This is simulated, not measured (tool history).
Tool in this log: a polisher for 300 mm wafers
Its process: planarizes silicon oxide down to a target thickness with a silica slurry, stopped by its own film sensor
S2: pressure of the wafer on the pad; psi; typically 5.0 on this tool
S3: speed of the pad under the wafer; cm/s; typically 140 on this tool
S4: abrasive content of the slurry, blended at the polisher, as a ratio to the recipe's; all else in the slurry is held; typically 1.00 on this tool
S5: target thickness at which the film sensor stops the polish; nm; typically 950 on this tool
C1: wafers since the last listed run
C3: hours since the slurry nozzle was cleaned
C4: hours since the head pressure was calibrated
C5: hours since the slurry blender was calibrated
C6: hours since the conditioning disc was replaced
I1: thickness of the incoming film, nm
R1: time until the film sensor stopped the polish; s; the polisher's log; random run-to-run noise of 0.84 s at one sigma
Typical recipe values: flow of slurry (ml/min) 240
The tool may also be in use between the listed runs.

run 1 day=0.000 | flow_of_slurry_(ml/min)=240 S2=5.0 S3=156 S4=1.00 S5=950 | C1=0 wafers_polished_on_this_pad=2175 C3=227.4 C4=1014.2 C5=124.8 C6=368.9 | I1=1321.2 | R1=65.7
run 2 day=2.508 | flow_of_slurry_(ml/min)=240 S2=5.0 S3=140 S4=1.00 S5=950 | C1=736 wafers_polished_on_this_pad=2912 C3=287.6 C4=1074.4 C5=185.0 C6=429.1 | I1=1312.2 | R1=71.0
run 3 day=4.383 | flow_of_slurry_(ml/min)=240 S2=5.0 S3=140 S4=1.00 S5=950 | C1=550 wafers_polished_on_this_pad=3462 C3=332.6 C4=1119.4 C5=230.0 C6=474.1 | I1=1337.9 | R1=76.8
-- day=5.721 slurry nozzle cleaned
run 4 day=6.567 | flow_of_slurry_(ml/min)=255 S2=5.0 S3=140 S4=1.00 S5=950 | C1=628 wafers_polished_on_this_pad=4091 C3=20.3 C4=1171.8 C5=282.4 C6=526.5 | I1=1323.6 | R1=72.2
-- day=7.071 slurry blender recalibrated
run 5 day=7.783 | flow_of_slurry_(ml/min)=255 S2=5.0 S3=140 S4=1.00 S5=950 | C1=332 wafers_polished_on_this_pad=4423 C3=49.5 C4=1201.0 C5=17.1 C6=555.7 | I1=1344.0 | R1=74.8
-- day=8.425 worn pad replaced by a new one
run 6 day=9.246 | flow_of_slurry_(ml/min)=240 S2=5.0 S3=140 S4=1.00 S5=950 | C1=380 wafers_polished_on_this_pad=240 C3=84.6 C4=1236.1 C5=52.2 C6=590.8 | I1=1330.6 | R1=76.3
-- day=10.804 head pressure recalibrated
run 7 day=11.088 | flow_of_slurry_(ml/min)=240 S2=5.0 S3=140 S4=1.00 S5=950 | C1=516 wafers_polished_on_this_pad=756 C3=128.8 C4=6.8 C5=96.4 C6=635.0 | I1=1351.5 | R1=76.7
-- day=11.675 conditioning disc replaced and pad reconditioned
run 8 day=12.938 | flow_of_slurry_(ml/min)=240 S2=5.0 S3=140 S4=1.00 S5=950 | C1=518 wafers_polished_on_this_pad=1275 C3=173.2 C4=51.2 C5=140.8 C6=30.3 | I1=1329.0 | R1=77.8
run 9 day=15.238 | flow_of_slurry_(ml/min)=240 S2=4.4 S3=140 S4=1.00 S5=950 | C1=675 wafers_polished_on_this_pad=1950 C3=228.4 C4=106.4 C5=196.0 C6=85.5 | I1=1315.9 | R1=82.8
run 10 day=17.975 | flow_of_slurry_(ml/min)=240 S2=5.0 S3=140 S4=1.00 S5=950 | C1=803 wafers_polished_on_this_pad=2754 C3=294.1 C4=172.1 C5=261.7 C6=151.2 | I1=1302.4 | R1=76.0
-- day=18.525 slurry nozzle cleaned
-- day=20.371 slurry blender recalibrated
run 11 day=20.608 | flow_of_slurry_(ml/min)=240 S2=5.0 S3=140 S4=1.00 S5=950 | C1=736 wafers_polished_on_this_pad=3490 C3=50.0 C4=235.3 C5=5.7 C6=214.4 | I1=1332.4 | R1=82.9
-- day=21.104 conditioning disc replaced and pad reconditioned, repeated, since the last time left the tool worse
-- day=21.983 worn pad replaced by a new one
run 12 day=22.004 | flow_of_slurry_(ml/min)=240 S2=5.5 S3=140 S4=0.90 S5=950 | C1=336 wafers_polished_on_this_pad=5 C3=83.5 C4=268.8 C5=39.2 C6=21.6 | I1=1307.1 | R1=65.4
run 13 day=24.429 | flow_of_slurry_(ml/min)=290 S2=5.0 S3=178 S4=0.85 S5=950 | C1=711 wafers_polished_on_this_pad=717 C3=141.7 C4=327.0 C5=97.4 C6=79.8 | I1=1313.1 | R1=60.9
run 14 day=26.708 | flow_of_slurry_(ml/min)=165 S2=5.0 S3=140 S4=1.00 S5=884 | C1=669 wafers_polished_on_this_pad=1386 C3=196.4 C4=381.7 C5=152.1 C6=134.5 | I1=1343.2 | R1=93.9
run 15 day=28.804 | flow_of_slurry_(ml/min)=240 S2=5.0 S3=100 S4=0.90 S5=950 | C1=615 wafers_polished_on_this_pad=2001 C3=246.7 C4=432.0 C5=202.4 C6=184.8 | I1=1309.6 | R1=94.1
run 16 day=31.650 | flow_of_slurry_(ml/min)=205 S2=5.0 S3=140 S4=1.00 S5=950 | C1=835 wafers_polished_on_this_pad=2837 C3=315.0 C4=500.3 C5=270.7 C6=253.1 | I1=1312.9 | R1=70.9
-- day=32.500 slurry nozzle cleaned
-- day=32.596 slurry blender recalibrated
run 17 day=32.908 | flow_of_slurry_(ml/min)=240 S2=5.0 S3=140 S4=1.00 S5=1051 | C1=332 wafers_polished_on_this_pad=3169 C3=9.8 C4=530.5 C5=7.5 C6=283.3 | I1=1336.1 | R1=55.6
run 18 day=35.692 | flow_of_slurry_(ml/min)=155 S2=3.7 S3=140 S4=1.10 S5=950 | C1=817 wafers_polished_on_this_pad=3987 C3=76.6 C4=597.3 C5=74.3 C6=350.1 | I1=1343.8 | R1=95.0
run 19 day=37.579 | flow_of_slurry_(ml/min)=240 S2=5.0 S3=140 S4=1.00 S5=950 | C1=554 wafers_polished_on_this_pad=4541 C3=121.9 C4=642.6 C5=119.6 C6=395.4 | I1=1333.4 | R1=74.2
-- day=38.112 worn pad replaced by a new one
run 20 day=38.583 | flow_of_slurry_(ml/min)=240 S2=5.0 S3=140 S4=1.00 S5=950 | C1=245 wafers_polished_on_this_pad=138 C3=146.0 C4=666.7 C5=143.7 C6=419.5 | I1=1338.3 | R1=77.2
run 21 day=39.617 | flow_of_slurry_(ml/min)=240 S2=6.7 S3=108 S4=1.00 S5=950 | C1=303 wafers_polished_on_this_pad=441 C3=170.8 C4=691.5 C5=168.5 C6=444.3 | I1=1337.1 | R1=77.3
run 22 day=42.300 | flow_of_slurry_(ml/min)=190 S2=5.7 S3=166 S4=1.00 S5=950 | C1=787 wafers_polished_on_this_pad=1229 C3=235.2 C4=755.9 C5=232.9 C6=508.7 | I1=1320.0 | R1=60.5
-- day=43.117 conditioning disc replaced and pad reconditioned
run 23 day=43.854 | flow_of_slurry_(ml/min)=240 S2=5.0 S3=140 S4=1.00 S5=950 | C1=431 wafers_polished_on_this_pad=1661 C3=272.5 C4=793.2 C5=270.2 C6=17.7 | I1=1322.6 | R1=66.3
run 24 day=46.262 | flow_of_slurry_(ml/min)=240 S2=5.0 S3=116 S4=0.70 S5=822 | C1=706 wafers_polished_on_this_pad=2368 C3=330.3 C4=851.0 C5=328.0 C6=75.5 | I1=1331.4 | R1=133.4
-- day=46.929 slurry nozzle cleaned
run 25 day=47.567 | flow_of_slurry_(ml/min)=240 S2=5.0 S3=140 S4=1.00 S5=950 | C1=370 wafers_polished_on_this_pad=2738 C3=15.3 C4=882.3 C5=359.3 C6=106.8 | I1=1351.8 | R1=74.8
run 26 day=48.617 | flow_of_slurry_(ml/min)=195 S2=6.3 S3=174 S4=1.00 S5=950 | C1=308 wafers_polished_on_this_pad=3047 C3=40.5 C4=907.5 C5=384.5 C6=132.0 | I1=1345.5 | R1=56.1

Here are 3 independent what-if runs from the current tool condition. What would each one return?
run A day=48.633 | flow_of_slurry_(ml/min)=300 S2=5.0 S3=140 S4=1.00 S5=950 | C1=4 wafers_polished_on_this_pad=3051 C3=40.9 C4=907.9 C5=384.9 C6=132.4 | I1=1315.5 | R1=?
run B day=48.633 | flow_of_slurry_(ml/min)=240 S2=4.1 S3=170 S4=1.10 S5=1032 | C1=4 wafers_polished_on_this_pad=3051 C3=40.9 C4=907.9 C5=384.9 C6=132.4 | I1=1315.5 | R1=?
run C day=48.633 | flow_of_slurry_(ml/min)=325 S2=4.4 S3=184 S4=1.15 S5=950 | C1=4 wafers_polished_on_this_pad=3051 C3=40.9 C4=907.9 C5=384.9 C6=132.4 | I1=1315.5 | R1=?

run=A R1=67.3
run=B R1=50.0
run=C R1=55.3
Without the tool's unlogged condition, the same runs would have read:
run=A R1=64.1
run=B R1=47.4
run=C R1=52.1
